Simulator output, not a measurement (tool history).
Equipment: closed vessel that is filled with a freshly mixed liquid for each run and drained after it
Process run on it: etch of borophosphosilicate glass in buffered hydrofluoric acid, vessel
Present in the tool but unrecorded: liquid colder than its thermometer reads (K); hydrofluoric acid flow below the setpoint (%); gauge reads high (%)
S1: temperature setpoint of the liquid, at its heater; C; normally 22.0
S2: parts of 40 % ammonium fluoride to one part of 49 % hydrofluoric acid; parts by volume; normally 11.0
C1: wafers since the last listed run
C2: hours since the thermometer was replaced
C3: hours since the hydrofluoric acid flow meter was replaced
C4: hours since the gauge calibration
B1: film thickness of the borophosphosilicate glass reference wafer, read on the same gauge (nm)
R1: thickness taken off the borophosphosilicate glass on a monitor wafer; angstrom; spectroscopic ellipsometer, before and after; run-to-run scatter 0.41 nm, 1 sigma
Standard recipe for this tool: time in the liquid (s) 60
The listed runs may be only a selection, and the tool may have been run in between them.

{"run": 1, "hour": 0.0, "S1": 22.0, "S2": 9.0, "time in the liquid (s)": 60, "C1": 0, "C2": 2133.2, "C3": 390.6, "C4": 1.3, "B1": 79.35, "R1": 959.6}
{"run": 2, "hour": 37.1, "S1": 22.0, "S2": 9.0, "time in the liquid (s)": 60, "C1": 2783, "C2": 2170.3, "C3": 427.7, "C4": 38.4, "B1": 79.68, "R1": 972.2}
{"run": 3, "hour": 79.8, "S1": 22.0, "S2": 11.0, "time in the liquid (s)": 60, "C1": 3203, "C2": 2213.0, "C3": 470.4, "C4": 81.1, "B1": 80.01, "R1": 825.3}
{"run": 4, "hour": 123.9, "S1": 22.0, "S2": 11.0, "time in the liquid (s)": 60, "C1": 3308, "C2": 2257.1, "C3": 514.5, "C4": 125.2, "B1": 80.35, "R1": 832.6}
{"run": 5, "hour": 195.6, "S1": 22.0, "S2": 11.0, "time in the liquid (s)": 60, "C1": 5379, "C2": 2328.8, "C3": 586.2, "C4": 196.9, "B1": 80.87, "R1": 834.8}
{"run": 6, "hour": 223.0, "S1": 22.0, "S2": 11.0, "time in the liquid (s)": 60, "C1": 2055, "C2": 2356.2, "C3": 613.6, "C4": 224.3, "B1": 81.01, "R1": 838.5}
{"run": 7, "hour": 274.9, "S1": 22.0, "S2": 11.0, "time in the liquid (s)": 60, "C1": 3894, "C2": 2408.1, "C3": 665.5, "C4": 276.2, "B1": 81.24, "R1": 837.3}
{"run": 8, "hour": 306.2, "S1": 25.0, "S2": 11.0, "time in the liquid (s)": 60, "C1": 2348, "C2": 2439.4, "C3": 696.8, "C4": 307.5, "B1": 81.44, "R1": 996.1}
{"run": 9, "hour": 338.3, "S1": 22.0, "S2": 11.0, "time in the liquid (s)": 60, "C1": 2408, "C2": 2471.5, "C3": 728.9, "C4": 339.6, "B1": 81.64, "R1": 849.6}
{"run": 10, "hour": 372.7, "S1": 22.0, "S2": 11.0, "time in the liquid (s)": 60, "C1": 2581, "C2": 2505.9, "C3": 763.3, "C4": 374.0, "B1": 81.72, "R1": 848.2}
{"run": 11, "hour": 443.9, "S1": 22.0, "S2": 11.0, "time in the liquid (s)": 60, "C1": 5342, "C2": 2577.1, "C3": 834.5, "C4": 445.2, "B1": 82.02, "R1": 842.5}
{"run": 12, "hour": 494.4, "S1": 22.0, "S2": 11.0, "time in the liquid (s)": 80, "C1": 3789, "C2": 2627.6, "C3": 885.0, "C4": 495.7, "B1": 82.13, "R1": 1137.6}
{"run": 13, "hour": 521.4, "S1": 22.0, "S2": 14.5, "time in the liquid (s)": 60, "C1": 2025, "C2": 2654.6, "C3": 912.0, "C4": 522.7, "B1": 82.22, "R1": 647.3}
{"run": 14, "hour": 557.3, "S1": 18.0, "S2": 14.5, "time in the liquid (s)": 40, "C1": 2693, "C2": 2690.5, "C3": 947.9, "C4": 558.6, "B1": 82.34, "R1": 342.9}
{"hour": 560.9, "done": "thermometer replaced"}
{"run": 15, "hour": 602.0, "S1": 17.5, "S2": 7.0, "time in the liquid (s)": 60, "C1": 3278, "C2": 41.1, "C3": 992.6, "C4": 603.3, "B1": 82.44, "R1": 1027.1}
{"run": 16, "hour": 627.5, "S1": 22.0, "S2": 14.0, "time in the liquid (s)": 85, "C1": 1913, "C2": 66.6, "C3": 1018.1, "C4": 628.8, "B1": 82.5, "R1": 949.6}
{"run": 17, "hour": 682.9, "S1": 22.0, "S2": 11.0, "time in the liquid (s)": 60, "C1": 4156, "C2": 122.0, "C3": 1073.5, "C4": 684.2, "B1": 82.58, "R1": 843.4}
{"run": 18, "hour": 742.0, "S1": 22.0, "S2": 11.0, "time in the liquid (s)": 60, "C1": 4434, "C2": 181.1, "C3": 1132.6, "C4": 743.3, "B1": 82.69, "R1": 860.8}
{"hour": 812.8, "done": "hydrofluoric acid flow meter replaced"}
{"run": 19, "hour": 906.1, "S1": 17.0, "S2": 11.0, "time in the liquid (s)": 90, "C1": 12237, "C2": 345.2, "C3": 93.3, "C4": 907.4, "B1": 82.89, "R1": 972.8}
{"run": 20, "hour": 939.4, "S1": 22.0, "S2": 15.5, "time in the liquid (s)": 90, "C1": 2498, "C2": 378.5, "C3": 126.6, "C4": 940.7, "B1": 82.93, "R1": 911.2}
{"run": 21, "hour": 979.9, "S1": 17.5, "S2": 8.5, "time in the liquid (s)": 30, "C1": 3038, "C2": 419.0, "C3": 167.1, "C4": 981.2, "B1": 83.0, "R1": 419.2}
{"run": 22, "hour": 1039.5, "S1": 22.0, "S2": 11.0, "time in the liquid (s)": 35, "C1": 4471, "C2": 478.6, "C3": 226.7, "C4": 1040.8, "B1": 83.07, "R1": 498.7}
{"hour": 1053.7, "done": "gauge calibrated"}
{"run": 23, "hour": 1085.9, "S1": 22.0, "S2": 11.0, "time in the liquid (s)": 60, "C1": 3481, "C2": 525.0, "C3": 273.1, "C4": 32.2, "B1": 80.09, "R1": 825.8}
{"run": 24, "hour": 1148.8, "S1": 20.5, "S2": 9.0, "time in the liquid (s)": 50, "C1": 4719, "C2": 587.9, "C3": 336.0, "C4": 95.1, "B1": 80.6, "R1": 748.0}
{"run": 25, "hour": 1216.2, "S1": 25.0, "S2": 12.0, "time in the liquid (s)": 45, "C1": 5057, "C2": 655.3, "C3": 403.4, "C4": 162.5, "B1": 81.12, "R1": 676.8}
{"run": 26, "hour": 1272.6, "S1": 22.0, "S2": 11.0, "time in the liquid (s)": 75, "C1": 4231, "C2": 711.7, "C3": 459.8, "C4": 218.9, "B1": 81.38, "R1": 1060.8}
{"run": 27, "hour": 1297.4, "S1": 22.0, "S2": 13.5, "time in the liquid (s)": 60, "C1": 1860, "C2": 736.5, "C3": 484.6, "C4": 243.7, "B1": 81.54, "R1": 691.4}
{"run": 28, "hour": 1363.9, "S1": 22.0, "S2": 11.0, "time in the liquid (s)": 60, "C1": 4989, "C2": 803.0, "C3": 551.1, "C4": 310.2, "B1": 81.92, "R1": 856.6}
{"run": 29, "hour": 1391.5, "S1": 17.5, "S2": 14.0, "time in the liquid (s)": 60, "C1": 2070, "C2": 830.6, "C3": 578.7, "C4": 337.8, "B1": 82.1, "R1": 517.7}
{"run": 30, "hour": 1442.1, "S1": 22.0, "S2": 7.0, "time in the liquid (s)": 60, "C1": 3796, "C2": 881.2, "C3": 629.3, "C4": 388.4, "B1": 82.21, "R1": 1312.0}
{"run": 31, "hour": 1484.8, "S1": 22.0, "S2": 7.5, "time in the liquid (s)": 40, "C1": 3203, "C2": 923.9, "C3": 672.0, "C4": 431.1, "B1": 82.42, "R1": 812.1}

Measured less the same run without the tool's hidden state. The same run-to-run variation is in both; the gauge's scatter may not be:
run=1 R1=-8.1
run=2 R1=-3.9
run=3 R1=+0.5
run=4 R1=+3.9
run=5 R1=+8.8
run=6 R1=+10.5
run=7 R1=+13.4
run=8 R1=+17.7
run=9 R1=+16.6
run=10 R1=+18.0
run=11 R1=+20.5
run=12 R1=+29.8
run=13 R1=+17.6
run=14 R1=+9.7
run=15 R1=+30.4
run=16 R1=+28.6
run=17 R1=+26.6
run=18 R1=+28.2
run=19 R1=+34.3
run=20 R1=+32.5
run=21 R1=+15.1
run=22 R1=+18.3
run=23 R1=+0.9
run=24 R1=+5.7
run=25 R1=+9.2
run=26 R1=+18.8
run=27 R1=+13.4
run=28 R1=+20.1
run=29 R1=+12.9
run=30 R1=+35.9
run=31 R1=+23.7
